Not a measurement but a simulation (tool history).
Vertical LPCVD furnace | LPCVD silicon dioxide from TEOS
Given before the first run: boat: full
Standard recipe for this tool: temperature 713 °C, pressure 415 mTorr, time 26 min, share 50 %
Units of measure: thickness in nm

| run | hour | temperature | pressure | time | share | read-back reference wafer on the same gauge, thickness | thickness |
|---|---|---|---|---|---|---|---|
| 1 | 0 | 713 | 380 | 26 | 56 | 290.81 | 273.49 |
| 2 | 20.1 | 713 | 380 | 26 | 56 | 290.87 | 274.08 |
| 3 | 46.4 | 713 | 380 | 26 | 56 | 290.86 | 273.3 |
| 4 | 71.9 | 713 | 415 | 18.5 | 50 | 291.15 | 192.67 |
| 5 | 92.8 | 713 | 415 | 18.5 | 50 | 290.99 | 192.81 |
| 6 | 110.8 | 713 | 415 | 26 | 50 | 290.99 | 272.04 |
|  | 142.3 | TEOS flow controller replaced |
|  | 152 | gauge calibrated |
|  | 158.3 | pressure gauge zeroed |
| 7 | 158.8 | 713 | 415 | 26 | 50 | 291.03 | 271.76 |
| 8 | 163.9 | 713 | 345 | 26 | 50 | 290.98 | 247.8 |
| 9 | 178.7 | 704 | 415 | 32 | 42 | 291.15 | 250.55 |
|  | 212.6 | thermocouples replaced and temperature profile calibrated |
| 10 | 213.1 | 707 | 415 | 31 | 42 | 291.03 | 244.79 |
| 11 | 218.2 | 713 | 415 | 26 | 53 | 291.09 | 263.5 |
| 12 | 228.4 | 713 | 345 | 26 | 50 | 290.84 | 233.48 |
| 13 | 263 | 713 | 415 | 26 | 50 | 291.08 | 256.13 |
| 14 | 282 | 723 | 415 | 20.5 | 44 | 291.13 | 236.11 |
| 15 | 301.7 | 723 | 415 | 26 | 50 | 291.15 | 321.42 |

Alternative continuations, all from the tool just after run 15; predict every row:
| A | 306.9 | 713 | 415 | 26 | 50 | ? | ? |
| B | 306.9 | 704 | 480 | 16 | 44 | ? | ? |
| C | 306.9 | 713 | 465 | 26 | 50 | ? | ? |
| D | 306.9 | 717 | 365 | 26 | 50 | ? | ? |
| E | 306.9 | 713 | 495 | 18 | 50 | ? | ? |

| run | read-back reference wafer on the same gauge, thickness | thickness |
|---|---|---|
| A | 291.04 | 255.13 |
| B | 291.04 | 128.98 |
| C | 291.04 | 270.06 |
| D | 291.04 | 261.83 |
| E | 291.04 | 192.9 |
Without the tool's unlogged condition, the same runs would have read:
| run | thickness |
|---|---|
| A | 252.48 |
| B | 127.61 |
| C | 267.26 |
| D | 259.13 |
| E | 190.9 |
